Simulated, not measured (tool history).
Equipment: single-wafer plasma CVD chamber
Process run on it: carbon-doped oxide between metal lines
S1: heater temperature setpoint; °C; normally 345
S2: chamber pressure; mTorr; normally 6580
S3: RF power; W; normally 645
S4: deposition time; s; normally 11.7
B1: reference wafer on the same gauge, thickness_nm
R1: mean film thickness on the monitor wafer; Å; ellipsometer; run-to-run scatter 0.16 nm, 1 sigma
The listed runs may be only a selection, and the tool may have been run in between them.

run 1 day=0 | S1=345 S2=6580 S3=645 S4=11.7 | B1=60.915 | R1=687.81
run 2 day=0.308 | S1=345 S2=6580 S3=645 S4=11.7 | B1=60.901 | R1=685.02
run 3 day=0.896 | S1=345 S2=6580 S3=645 S4=11.7 | B1=60.958 | R1=685.65
run 4 day=1.625 | S1=345 S2=6580 S3=725 S4=11.7 | B1=60.909 | R1=729.82
run 5 day=2.208 | S1=345 S2=6580 S3=725 S4=11.7 | B1=60.908 | R1=729.35
run 6 day=2.95 | S1=345 S2=6580 S3=560 S4=13 | B1=60.875 | R1=704.02
run 7 day=3.258 | S1=345 S2=6580 S3=560 S4=13 | B1=60.926 | R1=702.46
run 8 day=3.592 | S1=345 S2=6580 S3=560 S4=13 | B1=60.864 | R1=701.83
-- day=4.588 thermocouple changed; heater temperature recalibrated
run 9 day=4.608 | S1=345 S2=5320 S3=645 S4=11.7 | B1=60.909 | R1=671.58
run 10 day=4.95 | S1=336 S2=6580 S3=765 S4=12.5 | B1=60.918 | R1=824.09
-- day=5.054 gauge calibrated
run 11 day=5.533 | S1=345 S2=5580 S3=730 S4=11.7 | B1=60.885 | R1=719.86
run 12 day=6.183 | S1=351 S2=8150 S3=540 S4=13.8 | B1=60.91 | R1=719.94
run 13 day=6.65 | S1=345 S2=7960 S3=555 S4=12.9 | B1=60.949 | R1=694.91
-- day=7.208 showerhead replaced
-- day=7.429 capacitance manometer re-zeroed and calibrated
-- day=7.492 RF generator calibrated
run 14 day=7.512 | S1=335 S2=7000 S3=645 S4=10.1 | B1=60.902 | R1=638.83
run 15 day=7.525 | S1=345 S2=6580 S3=645 S4=11.7 | B1=60.882 | R1=710.22
run 16 day=9.2 | S1=345 S2=6580 S3=645 S4=11.7 | B1=60.929 | R1=704.82
run 17 day=10.004 | S1=353 S2=7290 S3=645 S4=12.7 | B1=60.86 | R1=751.03
run 18 day=10.662 | S1=345 S2=6580 S3=645 S4=11.7 | B1=60.873 | R1=709.9
run 19 day=10.979 | S1=352 S2=5100 S3=710 S4=13 | B1=60.895 | R1=795.02

For each run, the measured value with the value that run would have given without the tool's hidden condition subtracted. The run-to-run variation is shared by both, the gauge scatter possibly not:
The tool's hidden condition here consists of: wafer temperature above the value expected at the setpoint (K); delivered RF power above the setpoint (%); true pressure above the setpoint (%); gauge reads high (%).
run=1 R1=-21.49
run=2 R1=-21.72
run=3 R1=-22.34
run=4 R1=-24.09
run=5 R1=-24.73
run=6 R1=-25.5
run=7 R1=-25.81
run=8 R1=-26.18
run=9 R1=-25.93
run=10 R1=-31.62
run=11 R1=-28.35
run=12 R1=-30.59
run=13 R1=-29.84
run=14 R1=-0.54
run=15 R1=-0.59
run=16 R1=-0.64
run=17 R1=-0.73
run=18 R1=-0.75
run=19 R1=-0.86

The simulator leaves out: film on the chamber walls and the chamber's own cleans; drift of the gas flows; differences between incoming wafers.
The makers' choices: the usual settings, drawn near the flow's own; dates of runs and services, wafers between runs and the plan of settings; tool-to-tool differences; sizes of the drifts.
